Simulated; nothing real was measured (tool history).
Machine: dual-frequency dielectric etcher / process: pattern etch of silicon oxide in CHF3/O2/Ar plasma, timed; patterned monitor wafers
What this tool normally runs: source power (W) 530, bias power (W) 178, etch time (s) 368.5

| run | hour | source power (W) | bias power (W) | etch time (s) | wafers since the last listed run | hours since the last wet clean | hours since the last source power generator calibration | hours since the last bias power generator calibration | hours since the last upper electrode change | hours since the gauge calibration | read-back reference wafer on the same gauge, depth_nm | mean etch depth across the wafer (angstrom) |
|---|---|---|---|---|---|---|---|---|---|---|---|---|
| 1 | 0 | 530 | 178 | 368.5 | 0 | 148 | 2857.8 | 1712.1 | 3899.9 | 186.3 | 623.8 | 6508 |
| 2 | 15.7 | 530 | 178 | 368.5 | 74 | 163.7 | 2873.5 | 1727.8 | 3915.6 | 202 | 623.9 | 6516 |
| 3 | 38.1 | 530 | 178 | 328.5 | 106 | 186.1 | 2895.9 | 1750.2 | 3938 | 224.4 | 624.2 | 5785 |
| 4 | 73.3 | 530 | 178 | 328.5 | 167 | 221.3 | 2931.1 | 1785.4 | 3973.2 | 259.6 | 623.5 | 5793 |
| 5 | 108.1 | 530 | 178 | 328.5 | 165 | 256.1 | 2965.9 | 1820.2 | 4008 | 294.4 | 624.3 | 5777 |
| 6 | 125.7 | 530 | 178 | 368.5 | 83 | 273.7 | 2983.5 | 1837.8 | 4025.6 | 312 | 623.9 | 6482 |
| 7 | 140.6 | 530 | 178 | 368.5 | 70 | 288.6 | 2998.4 | 1852.7 | 4040.5 | 326.9 | 624 | 6468 |
| 8 | 165.4 | 530 | 178 | 368.5 | 117 | 313.4 | 3023.2 | 1877.5 | 4065.3 | 351.7 | 623.9 | 6469 |
|  | 181.5 | gauge calibrated |
| 9 | 190.4 | 530 | 178 | 368.5 | 118 | 338.4 | 3048.2 | 1902.5 | 4090.3 | 8.9 | 624 | 6444 |
|  | 225.4 | upper electrode replaced |
|  | 226.5 | wet clean of the chamber |
| 10 | 227 | 530 | 202 | 368.5 | 54 | 0.5 | 3084.8 | 1939.1 | 1.6 | 45.5 | 623.8 | 6929 |
| 11 | 227.5 | 530 | 178 | 368.5 | 2 | 1 | 3085.3 | 1939.6 | 2.1 | 46 | 624 | 6595 |
|  | 256.7 | bias power generator calibrated |
| 12 | 257.2 | 600 | 222 | 464 | 122 | 30.7 | 3115 | 0.5 | 31.8 | 75.7 | 624.3 | 9330 |
| 13 | 268.5 | 450 | 152 | 368.5 | 53 | 42 | 3126.3 | 11.8 | 43.1 | 87 | 624 | 5931 |
| 14 | 283.2 | 530 | 196 | 330.5 | 69 | 56.7 | 3141 | 26.5 | 57.8 | 101.7 | 624.1 | 6114 |
| 15 | 318.9 | 430 | 191 | 368.5 | 169 | 92.4 | 3176.7 | 62.2 | 93.5 | 137.4 | 623.9 | 6412 |
| 16 | 333.9 | 630 | 212 | 271.5 | 71 | 107.4 | 3191.7 | 77.2 | 108.5 | 152.4 | 623.9 | 5400 |
|  | 359.9 | source power generator calibrated |
| 17 | 360.4 | 660 | 193 | 316 | 106 | 133.9 | 0.5 | 103.7 | 135 | 178.9 | 623.9 | 6115 |
| 18 | 394.1 | 480 | 178 | 368.5 | 160 | 167.6 | 34.2 | 137.4 | 168.7 | 212.6 | 623.7 | 6378 |
| 19 | 422.8 | 530 | 178 | 368.5 | 136 | 196.3 | 62.9 | 166.1 | 197.4 | 241.3 | 624.1 | 6531 |
| 20 | 456.6 | 490 | 207 | 263.5 | 160 | 230.1 | 96.7 | 199.9 | 231.2 | 275.1 | 623.9 | 4840 |
| 21 | 486.4 | 490 | 158 | 334 | 141 | 259.9 | 126.5 | 229.7 | 261 | 304.9 | 623.8 | 5513 |

Difference, measured minus no-hidden-state, one row per run. Run-to-run variation is common to both terms; the gauge's own scatter need not be:
Hidden conditions of the tool in this case: etch rate over this chamber's usual, %; source power that arrives over what is set, %; bias power that arrives over what is set, %; gauge reads high (%).
| run | mean etch depth across the wafer (angstrom) |
|---|---|
| 1 | -58 |
| 2 | -62 |
| 3 | -61 |
| 4 | -70 |
| 5 | -79 |
| 6 | -93 |
| 7 | -98 |
| 8 | -104 |
| 9 | -111 |
| 10 | +5 |
| 11 | +5 |
| 12 | -4 |
| 13 | -6 |
| 14 | -10 |
| 15 | -20 |
| 16 | -20 |
| 17 | -31 |
| 18 | -41 |
| 19 | -50 |
| 20 | -45 |
| 21 | -58 |
